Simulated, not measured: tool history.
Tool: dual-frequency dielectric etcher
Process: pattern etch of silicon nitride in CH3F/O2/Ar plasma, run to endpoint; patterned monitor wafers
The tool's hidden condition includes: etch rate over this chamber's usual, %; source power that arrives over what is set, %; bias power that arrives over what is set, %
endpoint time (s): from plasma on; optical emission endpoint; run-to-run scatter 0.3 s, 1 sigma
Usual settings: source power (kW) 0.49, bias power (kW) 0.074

run,hour,source power (kW),bias power (kW),wafers since the last listed run,hours since the last wet clean,hours since the last source power generator calibration,hours since the last bias power generator calibration,hours since the last upper electrode change,"incoming incoming film thickness, nm",endpoint time (s)
1,0,0.49,0.074,0,351.4,2024.5,3518.6,2970.5,31.72,42.2
2,12.6,0.49,0.074,139,364,2037.1,3531.2,2983.1,31.74,42.9
# hour 50: wet clean of the chamber
3,50.5,0.49,0.074,153,0.5,2075,3569.1,3021,31.91,40.4
4,67.2,0.49,0.074,184,17.2,2091.7,3585.8,3037.7,31.61,40.3
5,89.1,0.4,0.063,242,39.1,2113.6,3607.7,3059.6,32.01,46.5
6,121.2,0.4,0.063,354,71.2,2145.7,3639.8,3091.7,32.07,47.3
7,155.3,0.49,0.068,377,105.3,2179.8,3673.9,3125.8,31.93,42.8
8,190.6,0.49,0.084,390,140.6,2215.1,3709.2,3161.1,32.07,38.7
9,210.3,0.49,0.084,217,160.3,2234.8,3728.9,3180.8,31.54,38.6
# hour 216.3: source power generator calibrated
# hour 256.6: upper electrode replaced, of another model than before
10,257.1,0.49,0.074,207,207.1,40.8,3775.7,0.5,31.8,41.7
11,267.9,0.49,0.074,119,217.9,51.6,3786.5,11.3,32.32,41.9
12,297.4,0.49,0.074,326,247.4,81.1,3816,40.8,32.13,41.6
13,325.1,0.6,0.085,306,275.1,108.8,3843.7,68.5,31.59,35.4
14,339.3,0.49,0.074,157,289.3,123,3857.9,82.7,31.61,42
15,366.6,0.58,0.091,301,316.6,150.3,3885.2,110,31.77,33.6
16,398.7,0.42,0.079,354,348.7,182.4,3917.3,142.1,31.67,40.5
# hour 433.3: bias power generator calibrated
17,434.1,0.59,0.082,347,384.1,217.8,0.8,177.5,31.93,37.7
# hour 475.1: wet clean of the chamber
18,475.6,0.49,0.074,193,0.5,259.3,42.3,219,31.86,40.5
19,476,0.49,0.084,4,0.9,259.7,42.7,219.4,31.81,36.3
20,497.2,0.55,0.074,234,22.1,280.9,63.9,240.6,31.73,40.1
21,581.6,0.42,0.074,933,106.5,365.3,148.3,325,32.18,42.7
22,600.7,0.46,0.074,211,125.6,384.4,167.4,344.1,31.87,41.6
23,626.8,0.38,0.079,288,151.7,410.5,193.5,370.2,31.6,40.3
24,650.3,0.49,0.059,259,175.2,434,217,393.7,31.99,53.7

5 ways to go on from here, each from the tool as it stands after run 24. What would each give?
A,650.7,0.49,0.074,4,175.6,434.4,217.4,394.1,31.83,?
B,650.7,0.4,0.081,4,175.6,434.4,217.4,394.1,31.83,?
C,650.7,0.52,0.092,4,175.6,434.4,217.4,394.1,31.83,?
D,650.7,0.59,0.079,4,175.6,434.4,217.4,394.1,31.83,?
E,650.7,0.37,0.064,4,175.6,434.4,217.4,394.1,31.83,?

run,endpoint time (s)
A,41.8
B,39.5
C,34.3
D,38.3
E,50.8
Had the tool no hidden state, the same runs would have come out as:
run,endpoint time (s)
A,41
B,38.7
C,33.6
D,37.5
E,49.7

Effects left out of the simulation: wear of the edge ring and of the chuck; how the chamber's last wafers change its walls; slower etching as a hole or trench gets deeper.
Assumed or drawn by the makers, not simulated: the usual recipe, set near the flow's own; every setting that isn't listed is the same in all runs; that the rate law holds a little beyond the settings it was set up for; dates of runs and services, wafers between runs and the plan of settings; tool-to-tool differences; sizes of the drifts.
